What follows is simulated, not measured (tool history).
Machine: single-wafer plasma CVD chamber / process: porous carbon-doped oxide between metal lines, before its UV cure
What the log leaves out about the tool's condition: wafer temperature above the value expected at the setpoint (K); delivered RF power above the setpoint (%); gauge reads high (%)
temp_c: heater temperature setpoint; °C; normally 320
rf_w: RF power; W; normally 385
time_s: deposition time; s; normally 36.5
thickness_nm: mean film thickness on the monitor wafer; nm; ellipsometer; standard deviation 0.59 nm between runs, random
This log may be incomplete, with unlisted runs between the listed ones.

run,hour,temp_c,rf_w,time_s,wafers since the last listed run,hours since the last thermocouple change,hours since the last RF generator calibration,hours since the showerhead was replaced,hours since the gauge calibration,"read-back reference wafer on the same gauge, thickness_nm",thickness_nm
1,0,320,325,36.5,0,2573.6,1701.1,6594.8,167.6,156.97,118.657
2,15.6,320,325,36.5,352,2589.2,1716.7,6610.4,183.2,157.029,119.383
3,28.3,320,385,36.5,287,2601.9,1729.4,6623.1,195.9,157.139,140.575
4,60.9,320,385,36.5,737,2634.5,1762,6655.7,228.5,157.069,141.12
# hour 76.9: showerhead replaced
5,80.2,320,385,36.5,255,2653.8,1781.3,3.3,247.8,156.947,140.099
# hour 108.3: thermocouple changed; heater temperature recalibrated
6,111.6,320,385,36.5,529,3.3,1812.7,34.7,279.2,157.031,141.255
7,134.3,320,385,36.5,513,26,1835.4,57.4,301.9,157.003,140.782
8,180.4,320,385,36.5,1042,72.1,1881.5,103.5,348,156.983,139.59
9,209.8,320,385,36.5,664,101.5,1910.9,132.9,377.4,156.825,140.074
10,242.8,320,385,31.3,746,134.5,1943.9,165.9,410.4,157.221,120.547
11,258.7,320,385,36.5,359,150.4,1959.8,181.8,426.3,157.085,140.433
12,291.1,320,330,29.7,732,182.8,1992.2,214.2,458.7,157.057,98.146
# hour 306.3: RF generator calibrated
13,310.1,320,385,36.5,248,201.8,3.8,233.2,477.7,156.968,153.434
14,342.4,320,385,36.5,730,234.1,36.1,265.5,510,157.038,152.819
15,356.4,335,435,42.4,316,248.1,50.1,279.5,524,157.016,182.804
16,381.6,334,430,30.9,569,273.3,75.3,304.7,549.2,156.967,132.506
17,396.3,320,385,36.5,332,288,90,319.4,563.9,157.07,152.244
18,424.9,320,410,30.5,646,316.6,118.6,348,592.5,157.015,135.445
19,448.7,307,330,29.5,538,340.4,142.4,371.8,616.3,157.12,114.068
20,469.8,305,330,36.5,477,361.5,163.5,392.9,637.4,157.115,141.988
21,488.7,320,385,36.5,427,380.4,182.4,411.8,656.3,157.166,151.016
22,524.1,320,385,36.5,800,415.8,217.8,447.2,691.7,157.074,149.924
23,537.4,320,385,39.9,300,429.1,231.1,460.5,705,157.064,163.107
24,569.2,320,385,36.5,719,460.9,262.9,492.3,736.8,157.041,150.452
# hour 575.5: gauge calibrated
25,605,335,320,31.8,809,496.7,298.7,528.1,29.5,156.935,99.752
26,632.5,328,435,29.5,621,524.2,326.2,555.6,57,157.001,129.966
27,696.5,326,330,40.3,1447,588.2,390.2,619.6,121,157.051,134.946
28,714.8,311,385,36.5,413,606.5,408.5,637.9,139.3,156.919,156.029
29,745.9,320,385,36.5,703,637.6,439.6,669,170.4,157.034,146.976
30,777.1,320,385,36.5,705,668.8,470.8,700.2,201.6,157.04,147.554
31,789.8,320,385,36.5,287,681.5,483.5,712.9,214.3,157.084,145.831
32,811.1,320,355,30.9,481,702.8,504.8,734.2,235.6,156.876,115.364
33,842.8,306,365,30.2,716,734.5,536.5,765.9,267.3,156.947,125.927

Below are 5 alternative next runs, each starting from the tool's condition after run 33. Predict each:
A,843.2,320,385,36.5,9,734.9,536.9,766.3,267.7,?,?
B,843.2,320,385,38.7,9,734.9,536.9,766.3,267.7,?,?
C,843.2,320,330,30.1,9,734.9,536.9,766.3,267.7,?,?
D,843.2,327,420,40.2,9,734.9,536.9,766.3,267.7,?,?
E,843.2,320,385,30.1,9,734.9,536.9,766.3,267.7,?,?

run,"read-back reference wafer on the same gauge, thickness_nm",thickness_nm
A,156.926,146.922
B,156.926,155.541
C,156.926,104.213
D,156.926,168.759
E,156.926,121.822
Without the tool's unlogged condition, the same runs would have read:
run,thickness_nm
A,153.956
B,162.987
C,109.333
D,176.565
E,127.654

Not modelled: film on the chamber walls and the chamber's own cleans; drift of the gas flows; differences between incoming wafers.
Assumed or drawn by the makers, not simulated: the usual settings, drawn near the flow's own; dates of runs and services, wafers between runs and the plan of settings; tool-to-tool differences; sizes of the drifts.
